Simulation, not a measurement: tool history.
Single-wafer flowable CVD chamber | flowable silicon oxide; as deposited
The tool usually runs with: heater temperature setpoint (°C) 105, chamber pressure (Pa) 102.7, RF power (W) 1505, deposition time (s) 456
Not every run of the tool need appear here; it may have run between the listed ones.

run    hour  heater temperature setpoint (°C)  chamber pressure (Pa)  RF power (W)  deposition time (s)  read-back reference wafer on the same gauge, thickness_nm  mean film thickness on the monitor wafer (Å)
  1       0                               105                  102.7          1505                  436                                                    265.698                                       2134.14
  2    50.2                               105                  102.7          1505                  436                                                    265.731                                       2115.82
  3    92.1                               105                  102.7          1505                  456                                                    265.977                                       2229.49
  4   160.1                               105                  102.7          1505                  456                                                    266.189                                       2228.13
  5   260.9                               105                  102.7          1505                  456                                                    266.644                                       2229.17
  6   322.5                               105                  102.7          1505                  456                                                    267.006                                       2241.23
  7   407.9                               105                  102.7          1505                  456                                                    267.575                                       2245.72
  8   448.3                               105                  102.7          1505                  456                                                    268.004                                       2245.86
  9   555.1                               112                  102.7          1505                  456                                                    268.878                                       1727.38
 10   642.4                               105                  102.7          1505                  456                                                     269.14                                       2254.47
      733.3  -- RF generator calibrated
      741.3  -- capacitance manometer re-zeroed and calibrated
 11   741.8                               105                  102.7          1505                  456                                                    270.036                                       2263.04
      798.9  -- thermocouple changed; heater temperature recalibrated
 12   835.3                               105                  102.7          1565                  421                                                    270.685                                       2128.04
 13   900.2                               105                  127.3          1260                  406                                                    271.637                                       2241.54
 14     955                               119                  102.7          1505                  456                                                    271.961                                       1378.29
 15  1013.1                               105                   91.5          1505                  456                                                    272.558                                       2124.32
     1030.1  -- showerhead replaced
 16  1067.1                                93                  110.9          1240                  541                                                    273.163                                       4260.25
 17  1117.4                               105                  102.7          1505                  505                                                    273.834                                       2554.49
 18  1154.4                               119                   77.5          1275                  497                                                    274.114                                       1208.81
     1229.5  -- gauge calibrated
 19  1275.8                               109                  102.7          1505                  456                                                    265.125                                       1914.53
 20    1368                               105                  102.7          1505                  436                                                    264.901                                       2123.29
 21  1410.6                               119                  120.5          1380                  499                                                     264.88                                       1614.79
 22  1448.4                               100                   88.4          1505                  423                                                    264.894                                        2261.8
 23  1543.9                                99                  102.7          1505                  456                                                    265.344                                       2807.78
 24  1641.5                               105                  120.7          1720                  456                                                    265.365                                       2562.75
 25  1738.7                               105                  102.7          1505                  456                                                    265.666                                       2231.24

5 ways to go on from here, each from the tool as it stands after run 25. What would each give?
  A  1739.2                               105                  102.7          1505                  456                                                          ?                                             ?
  B  1739.2                                94                  113.6          1505                  427                                                          ?                                             ?
  C  1739.2                                94                  102.7          1415                  497                                                          ?                                             ?
  D  1739.2                               105                  115.1          1385                  456                                                          ?                                             ?
  E  1739.2                                92                   93.1          1505                  456                                                          ?                                             ?

run  read-back reference wafer on the same gauge, thickness_nm  mean film thickness on the monitor wafer (Å)
  A                                                    265.642                                       2224.43
  B                                                    265.642                                       3388.32
  C                                                    265.642                                       3612.76
  D                                                    265.642                                       2347.16
  E                                                    265.642                                        3418.1
Had the tool no hidden state, the same runs would have come out as:
run  mean film thickness on the monitor wafer (Å)
  A                                       2210.08
  B                                       3366.46
  C                                       3589.45
  D                                       2332.02
  E                                       3396.05

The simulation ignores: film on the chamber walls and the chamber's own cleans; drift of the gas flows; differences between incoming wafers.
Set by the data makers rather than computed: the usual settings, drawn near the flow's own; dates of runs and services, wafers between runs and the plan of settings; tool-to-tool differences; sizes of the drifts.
